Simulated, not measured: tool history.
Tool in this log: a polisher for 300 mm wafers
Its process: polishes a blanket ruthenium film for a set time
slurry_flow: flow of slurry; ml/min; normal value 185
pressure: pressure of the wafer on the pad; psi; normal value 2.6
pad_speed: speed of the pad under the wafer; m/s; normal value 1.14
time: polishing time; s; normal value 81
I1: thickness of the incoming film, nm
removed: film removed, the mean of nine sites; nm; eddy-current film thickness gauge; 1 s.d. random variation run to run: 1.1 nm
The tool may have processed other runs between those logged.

{"run": 1, "day": 0.0, "slurry_flow": 185, "pressure": 2.6, "pad_speed": 1.42, "time": 88, "I1": 403.8, "removed": 176.9}
{"day": 1.029, "done": "slurry nozzle cleaned"}
{"run": 2, "day": 3.638, "slurry_flow": 185, "pressure": 2.6, "pad_speed": 1.42, "time": 88, "I1": 417, "removed": 179.8}
{"day": 6.821, "done": "worn pad replaced by a new one"}
{"run": 3, "day": 7.725, "slurry_flow": 185, "pressure": 2.6, "pad_speed": 1.42, "time": 88, "I1": 414.6, "removed": 178.1}
{"run": 4, "day": 11.404, "slurry_flow": 185, "pressure": 2.6, "pad_speed": 1.14, "time": 92, "I1": 405.7, "removed": 152.4}
{"run": 5, "day": 13.096, "slurry_flow": 185, "pressure": 2.6, "pad_speed": 1.14, "time": 92, "I1": 411.4, "removed": 150.6}
{"run": 6, "day": 15.95, "slurry_flow": 185, "pressure": 2.6, "pad_speed": 1.14, "time": 81, "I1": 415.7, "removed": 131.5}
{"day": 21.733, "done": "worn pad replaced by a new one"}
{"run": 7, "day": 22.3, "slurry_flow": 185, "pressure": 2.6, "pad_speed": 1.14, "time": 81, "I1": 410, "removed": 134.7}
{"day": 24.338, "done": "head pressure recalibrated"}
{"run": 8, "day": 26.442, "slurry_flow": 185, "pressure": 2.6, "pad_speed": 1.14, "time": 81, "I1": 415.8, "removed": 129.8}
{"run": 9, "day": 29.696, "slurry_flow": 185, "pressure": 2.6, "pad_speed": 1.14, "time": 81, "I1": 412.2, "removed": 131.1}
{"day": 30.992, "done": "slurry nozzle cleaned"}
{"run": 10, "day": 31.933, "slurry_flow": 170, "pressure": 2.6, "pad_speed": 1.14, "time": 81, "I1": 410.3, "removed": 127.2}
{"run": 11, "day": 34.158, "slurry_flow": 185, "pressure": 2.6, "pad_speed": 1.36, "time": 81, "I1": 405.6, "removed": 157.5}
{"day": 35.367, "done": "worn pad replaced by a new one"}
{"run": 12, "day": 37.754, "slurry_flow": 225, "pressure": 2.6, "pad_speed": 0.82, "time": 81, "I1": 403.9, "removed": 99.9}
{"run": 13, "day": 41.183, "slurry_flow": 120, "pressure": 3.3, "pad_speed": 1.02, "time": 73, "I1": 410.2, "removed": 126.3}
{"run": 14, "day": 45.338, "slurry_flow": 165, "pressure": 2.1, "pad_speed": 1.14, "time": 68, "I1": 409.4, "removed": 89.9}
{"day": 47.488, "done": "worn pad replaced by a new one"}
{"run": 15, "day": 47.508, "slurry_flow": 185, "pressure": 2.6, "pad_speed": 1.14, "time": 81, "I1": 409.3, "removed": 132}
{"run": 16, "day": 48.95, "slurry_flow": 185, "pressure": 2.6, "pad_speed": 1.32, "time": 64, "I1": 403.5, "removed": 120.3}
{"run": 17, "day": 52.808, "slurry_flow": 210, "pressure": 2.6, "pad_speed": 0.82, "time": 81, "I1": 410.8, "removed": 97.5}
{"run": 18, "day": 55.896, "slurry_flow": 185, "pressure": 3.4, "pad_speed": 1.14, "time": 81, "I1": 412.1, "removed": 171.5}
{"run": 19, "day": 58.95, "slurry_flow": 185, "pressure": 2.6, "pad_speed": 1.14, "time": 81, "I1": 417.8, "removed": 131.4}

Expected results for the next run?
{"day": 59.488, "done": "worn pad replaced by a new one"}
{"day": 60.683, "done": "slurry nozzle cleaned"}
{"run": 20, "day": 62.425, "slurry_flow": 245, "pressure": 2.3, "pad_speed": 1.46, "time": 107, "I1": 413.7, "removed": "?"}

removed: 207.5 nm
Had the tool carried no hidden state, the very same run would have given removed 199.4 nm.
